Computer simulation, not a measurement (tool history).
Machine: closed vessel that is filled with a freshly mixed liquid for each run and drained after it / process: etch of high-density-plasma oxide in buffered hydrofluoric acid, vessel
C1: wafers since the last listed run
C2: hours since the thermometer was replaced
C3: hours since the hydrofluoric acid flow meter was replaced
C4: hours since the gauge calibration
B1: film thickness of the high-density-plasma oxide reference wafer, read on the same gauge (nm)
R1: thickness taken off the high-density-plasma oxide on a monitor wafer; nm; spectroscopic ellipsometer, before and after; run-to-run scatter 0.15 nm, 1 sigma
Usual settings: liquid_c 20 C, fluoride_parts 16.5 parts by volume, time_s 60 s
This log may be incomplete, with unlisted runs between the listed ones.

{"run": 1, "hour": 0.0, "liquid_c": 20, "fluoride_parts": 16.5, "time_s": 60, "C1": 0, "C2": 434.8, "C3": 1565, "C4": 121.5, "B1": 80.4, "R1": 40.78}
{"run": 2, "hour": 99.4, "liquid_c": 20, "fluoride_parts": 16.5, "time_s": 60, "C1": 14717, "C2": 534.2, "C3": 1664.4, "C4": 220.9, "B1": 80.67, "R1": 40.87}
{"run": 3, "hour": 202.7, "liquid_c": 20, "fluoride_parts": 16.5, "time_s": 60, "C1": 15294, "C2": 637.5, "C3": 1767.7, "C4": 324.2, "B1": 80.99, "R1": 41.39}
{"run": 4, "hour": 215.5, "liquid_c": 23.5, "fluoride_parts": 16.5, "time_s": 60, "C1": 1895, "C2": 650.3, "C3": 1780.5, "C4": 337, "B1": 81.07, "R1": 49.89}
{"hour": 216.5, "done": "gauge calibrated"}
{"run": 5, "hour": 234.6, "liquid_c": 20, "fluoride_parts": 11.5, "time_s": 50, "C1": 2827, "C2": 669.4, "C3": 1799.6, "C4": 18.1, "B1": 80.18, "R1": 48.46}
{"run": 6, "hour": 253.3, "liquid_c": 21, "fluoride_parts": 19, "time_s": 60, "C1": 2768, "C2": 688.1, "C3": 1818.3, "C4": 36.8, "B1": 80.24, "R1": 37.61}
{"run": 7, "hour": 281.4, "liquid_c": 21, "fluoride_parts": 19, "time_s": 60, "C1": 4160, "C2": 716.2, "C3": 1846.4, "C4": 64.9, "B1": 80.33, "R1": 37.36}
{"run": 8, "hour": 311.0, "liquid_c": 21, "fluoride_parts": 19, "time_s": 60, "C1": 4382, "C2": 745.8, "C3": 1876, "C4": 94.5, "B1": 80.41, "R1": 37.39}
{"run": 9, "hour": 336.5, "liquid_c": 20, "fluoride_parts": 18, "time_s": 60, "C1": 3775, "C2": 771.3, "C3": 1901.5, "C4": 120, "B1": 80.44, "R1": 37.17}
{"run": 10, "hour": 354.5, "liquid_c": 20, "fluoride_parts": 11.5, "time_s": 60, "C1": 2665, "C2": 789.3, "C3": 1919.5, "C4": 138, "B1": 80.54, "R1": 58.13}
{"run": 11, "hour": 373.6, "liquid_c": 22.5, "fluoride_parts": 10, "time_s": 60, "C1": 2827, "C2": 808.4, "C3": 1938.6, "C4": 157.1, "B1": 80.59, "R1": 76.37}
{"run": 12, "hour": 399.5, "liquid_c": 18.5, "fluoride_parts": 22, "time_s": 85, "C1": 3834, "C2": 834.3, "C3": 1964.5, "C4": 183, "B1": 80.7, "R1": 41.06}
{"hour": 417.7, "done": "thermometer replaced"}
{"hour": 418.7, "done": "hydrofluoric acid flow meter replaced"}
{"run": 13, "hour": 431.9, "liquid_c": 20, "fluoride_parts": 16.5, "time_s": 60, "C1": 4500, "C2": 14.2, "C3": 13.2, "C4": 215.4, "B1": 80.76, "R1": 40.9}
{"run": 14, "hour": 452.1, "liquid_c": 24.5, "fluoride_parts": 22, "time_s": 30, "C1": 2990, "C2": 34.4, "C3": 33.4, "C4": 235.6, "B1": 80.85, "R1": 20.49}
{"run": 15, "hour": 468.0, "liquid_c": 20, "fluoride_parts": 16.5, "time_s": 60, "C1": 2354, "C2": 50.3, "C3": 49.3, "C4": 251.5, "B1": 80.89, "R1": 41.06}
{"run": 16, "hour": 496.3, "liquid_c": 18.5, "fluoride_parts": 16.5, "time_s": 60, "C1": 4190, "C2": 78.6, "C3": 77.6, "C4": 279.8, "B1": 81.02, "R1": 37.84}
{"hour": 524.8, "done": "gauge calibrated"}
{"run": 17, "hour": 526.9, "liquid_c": 18.5, "fluoride_parts": 13, "time_s": 50, "C1": 4530, "C2": 109.2, "C3": 108.2, "C4": 2.1, "B1": 80.16, "R1": 39.23}

5 ways to go on from here, each from the tool as it stands after run 17. What would each give?
{"run": "A", "hour": 527.6, "liquid_c": 20, "fluoride_parts": 19.5, "time_s": 60, "C1": 103, "C2": 109.9, "C3": 108.9, "C4": 2.8, "B1": "?", "R1": "?"}
{"run": "B", "hour": 527.6, "liquid_c": 22, "fluoride_parts": 13, "time_s": 90, "C1": 103, "C2": 109.9, "C3": 108.9, "C4": 2.8, "B1": "?", "R1": "?"}
{"run": "C", "hour": 527.6, "liquid_c": 20, "fluoride_parts": 22.5, "time_s": 60, "C1": 103, "C2": 109.9, "C3": 108.9, "C4": 2.8, "B1": "?", "R1": "?"}
{"run": "D", "hour": 527.6, "liquid_c": 17, "fluoride_parts": 19, "time_s": 80, "C1": 103, "C2": 109.9, "C3": 108.9, "C4": 2.8, "B1": "?", "R1": "?"}
{"run": "E", "hour": 527.6, "liquid_c": 17, "fluoride_parts": 12.5, "time_s": 75, "C1": 103, "C2": 109.9, "C3": 108.9, "C4": 2.8, "B1": "?", "R1": "?"}

run=A B1=80.18 R1=34.44
run=B B1=80.18 R1=86.09
run=C B1=80.18 R1=30.97
run=D B1=80.18 R1=39.75
run=E B1=80.18 R1=56.28
The same runs, with their run-to-run variation unchanged, on a tool lacking any hidden condition would have given:
run=A R1=34.38
run=B R1=85.92
run=C R1=30.91
run=D R1=39.67
run=E R1=56.17

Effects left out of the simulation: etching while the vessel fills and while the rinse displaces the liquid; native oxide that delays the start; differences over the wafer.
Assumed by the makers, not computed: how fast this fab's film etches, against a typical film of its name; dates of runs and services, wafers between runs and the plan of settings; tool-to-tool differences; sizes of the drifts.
